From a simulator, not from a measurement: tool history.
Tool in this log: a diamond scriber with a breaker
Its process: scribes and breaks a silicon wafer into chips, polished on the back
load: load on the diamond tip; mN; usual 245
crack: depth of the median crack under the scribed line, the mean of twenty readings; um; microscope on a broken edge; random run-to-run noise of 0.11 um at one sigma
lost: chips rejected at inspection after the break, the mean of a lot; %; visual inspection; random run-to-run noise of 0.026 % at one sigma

run    hour  load  incoming depth of the damage left on the back of the incoming wafer, um  crack  lost
  1       0   245                                                                     0.04   8.97   0.6
  2   172.1   245                                                                     0.02    9.1  0.58
  3   230.1   245                                                                     0.02    8.8  0.62
  4   312.1   245                                                                     0.01   8.96  0.64
  5   419.6   245                                                                     0.02   9.01  0.61
  6   498.6   245                                                                     0.05   8.83  0.59
  7   549.8   226                                                                     0.03   8.54  0.87
  8   651.6   226                                                                     0.03   8.52   0.9
  9     696   297                                                                     0.05  10.11  2.38
 10   739.3   297                                                                     0.03     10  2.41
 11     788   245                                                                     0.04   9.01  0.66
 12   834.3   245                                                                     0.04   9.21  0.63
 13   909.2   283                                                                     0.04  10.07  1.52
 14  1005.9   245                                                                     0.03   8.79  0.59
 15  1067.4   245                                                                     0.04   8.83   0.6
 16  1107.5   245                                                                     0.03    9.1  0.56
 17    1167   304                                                                     0.04  10.16  2.91
 18  1228.7   304                                                                     0.03  10.12  2.69
 19    1304   304                                                                     0.05  10.42  2.85
 20  1351.3   245                                                                     0.04   9.13  0.62
 21  1389.5   289                                                                     0.02   9.89  1.85
 22  1492.5   245                                                                     0.02   8.99  0.61
 23  1563.5   245                                                                     0.03   9.02  0.61
 24    1661   245                                                                     0.04   9.09  0.59
 25  1747.6   277                                                                     0.04   9.61  1.44
 26  1828.4   224                                                                     0.03   8.51  0.97
 27  1865.8   271                                                                     0.03   9.74  1.09
 28  1919.2   178                                                                     0.03   7.43  5.18
 29    1973   313                                                                     0.02  10.45  3.39
 30  2058.3   245                                                                     0.04   8.81  0.62
 31  2116.9   287                                                                     0.01   9.85  1.73
 32  2173.4   272                                                                     0.03   9.55  1.12
 33  2248.4   216                                                                     0.02   8.32  1.21
 34  2309.2   279                                                                     0.02   9.53  1.27
 35  2387.5   245                                                                     0.03   8.97  0.59
 36  2489.2   192                                                                     0.03   7.79  3.18
 37    2560   245                                                                     0.02   9.04  0.64
 38  2618.4   293                                                                     0.02  10.08  2.22
 39  2681.6   265                                                                     0.01   9.53  0.85
 40  2766.7   303                                                                     0.01  10.32  2.65
 41  2849.3   245                                                                     0.01   9.07   0.6
 42  2911.5   186                                                                     0.04   7.77   4.1

Missing from the log above: 8 entries noted between runs. For each, name the pair of listed runs it sits between and say how the tool's hidden condition differs from the listed run just before to the listed run just after:
Run 1 -> run 2: load on the tip recalibrated (hour 26.5); diamond tip replaced by a new one (hour 29.4)
  no hidden state differs between the two runs
Run 11 -> run 12: diamond tip replaced by a new one (hour 825)
  no hidden state differs between the two runs
Run 12 -> run 13: load on the tip recalibrated (hour 866.5)
  no hidden state differs between the two runs
Run 23 -> run 24: diamond tip replaced by a new one (hour 1581.6); load on the tip recalibrated (hour 1658)
  no hidden state differs between the two runs
Run 35 -> run 36: load on the tip recalibrated (hour 2401.2); diamond tip replaced by a new one (hour 2409.4)
  no hidden state differs between the two runs
